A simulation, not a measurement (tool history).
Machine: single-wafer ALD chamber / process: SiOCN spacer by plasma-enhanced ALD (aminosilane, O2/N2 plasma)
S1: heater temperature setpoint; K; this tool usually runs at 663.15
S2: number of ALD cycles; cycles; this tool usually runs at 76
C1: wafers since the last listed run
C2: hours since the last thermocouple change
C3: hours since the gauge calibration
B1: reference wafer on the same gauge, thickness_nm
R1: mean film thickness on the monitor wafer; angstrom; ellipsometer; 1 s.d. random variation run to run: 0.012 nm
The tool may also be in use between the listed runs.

run 1 day=0 | S1=663.15 S2=80 | C1=0 C2=1830.8 C3=164.4 | B1=5.483 | R1=49.79
run 2 day=0.454 | S1=663.15 S2=76 | C1=45 C2=1841.7 C3=175.3 | B1=5.479 | R1=47.25
run 3 day=1.196 | S1=663.15 S2=76 | C1=73 C2=1859.5 C3=193.1 | B1=5.478 | R1=47.33
run 4 day=1.862 | S1=663.15 S2=76 | C1=66 C2=1875.5 C3=209.1 | B1=5.481 | R1=47.42
run 5 day=2.575 | S1=667.15 S2=82 | C1=70 C2=1892.6 C3=226.2 | B1=5.481 | R1=50.99
run 6 day=3.25 | S1=653.15 S2=76 | C1=67 C2=1908.8 C3=242.4 | B1=5.48 | R1=47.32
run 7 day=3.633 | S1=653.15 S2=76 | C1=38 C2=1918 C3=251.6 | B1=5.481 | R1=47.63
run 8 day=4.988 | S1=653.15 S2=76 | C1=134 C2=1950.5 C3=284.1 | B1=5.479 | R1=47.47
run 9 day=5.504 | S1=663.15 S2=70 | C1=51 C2=1962.9 C3=296.5 | B1=5.48 | R1=43.73
-- day=5.633 gauge calibrated
run 10 day=6.212 | S1=663.15 S2=82 | C1=70 C2=1979.9 C3=13.9 | B1=5.48 | R1=50.87
run 11 day=6.721 | S1=663.15 S2=82 | C1=50 C2=1992.1 C3=26.1 | B1=5.484 | R1=51.21
-- day=7.329 thermocouple changed; heater temperature recalibrated
run 12 day=7.438 | S1=655.15 S2=76 | C1=38 C2=2.6 C3=43.3 | B1=5.48 | R1=47.52
run 13 day=8.179 | S1=663.15 S2=71 | C1=73 C2=20.4 C3=61.1 | B1=5.482 | R1=44.26
run 14 day=8.908 | S1=663.15 S2=71 | C1=72 C2=37.9 C3=78.6 | B1=5.481 | R1=44.14
run 15 day=9.362 | S1=663.15 S2=71 | C1=45 C2=48.8 C3=89.5 | B1=5.479 | R1=44.43
run 16 day=9.929 | S1=663.15 S2=76 | C1=56 C2=62.4 C3=103.1 | B1=5.482 | R1=47.44
run 17 day=10.571 | S1=663.15 S2=76 | C1=63 C2=77.8 C3=118.5 | B1=5.479 | R1=47.36
run 18 day=10.992 | S1=657.15 S2=64 | C1=41 C2=87.9 C3=128.6 | B1=5.48 | R1=39.78
run 19 day=11.321 | S1=663.15 S2=76 | C1=32 C2=95.8 C3=136.5 | B1=5.48 | R1=47.38
run 20 day=11.775 | S1=675.15 S2=70 | C1=45 C2=106.7 C3=147.4 | B1=5.483 | R1=43.48
run 21 day=12.075 | S1=663.15 S2=76 | C1=29 C2=113.9 C3=154.6 | B1=5.482 | R1=47.42
run 22 day=12.658 | S1=670.15 S2=63 | C1=57 C2=127.9 C3=168.6 | B1=5.479 | R1=39.26
run 23 day=13.292 | S1=651.15 S2=68 | C1=62 C2=143.1 C3=183.8 | B1=5.482 | R1=42.36
run 24 day=13.929 | S1=663.15 S2=76 | C1=63 C2=158.4 C3=199.1 | B1=5.48 | R1=47.27
run 25 day=14.188 | S1=653.15 S2=76 | C1=25 C2=164.6 C3=205.3 | B1=5.481 | R1=47.19
run 26 day=14.625 | S1=673.15 S2=62 | C1=43 C2=175.1 C3=215.8 | B1=5.48 | R1=38.61
run 27 day=15.062 | S1=663.15 S2=88 | C1=43 C2=185.6 C3=226.3 | B1=5.479 | R1=54.68
run 28 day=15.538 | S1=663.15 S2=83 | C1=47 C2=197 C3=237.7 | B1=5.477 | R1=51.67
run 29 day=15.921 | S1=653.15 S2=70 | C1=38 C2=206.2 C3=246.9 | B1=5.479 | R1=43.7
run 30 day=16.296 | S1=675.15 S2=83 | C1=37 C2=215.2 C3=255.9 | B1=5.481 | R1=51.28
run 31 day=16.738 | S1=672.15 S2=85 | C1=43 C2=225.8 C3=266.5 | B1=5.483 | R1=52.9
run 32 day=17.338 | S1=654.15 S2=72 | C1=59 C2=240.2 C3=280.9 | B1=5.48 | R1=44.8
run 33 day=17.638 | S1=655.15 S2=67 | C1=29 C2=247.4 C3=288.1 | B1=5.477 | R1=41.7
run 34 day=18.112 | S1=658.15 S2=66 | C1=47 C2=258.8 C3=299.5 | B1=5.479 | R1=41.05

Branching from run 34: 5 alternative next runs. What would each branch give?
run A day=18.133 | S1=670.15 S2=76 | C1=2 C2=259.3 C3=300 | B1=? | R1=?
run B day=18.133 | S1=668.15 S2=86 | C1=2 C2=259.3 C3=300 | B1=? | R1=?
run C day=18.133 | S1=663.15 S2=64 | C1=2 C2=259.3 C3=300 | B1=? | R1=?
run D day=18.133 | S1=663.15 S2=72 | C1=2 C2=259.3 C3=300 | B1=? | R1=?
run E day=18.133 | S1=655.15 S2=66 | C1=2 C2=259.3 C3=300 | B1=? | R1=?

run=A B1=5.478 R1=47.42
run=B B1=5.478 R1=53.65
run=C B1=5.478 R1=39.93
run=D B1=5.478 R1=44.92
run=E B1=5.478 R1=41.18
The same runs, with their run-to-run variation unchanged, on a tool lacking any hidden condition would have given:
run=A R1=47.42
run=B R1=53.65
run=C R1=39.93
run=D R1=44.92
run=E R1=41.18
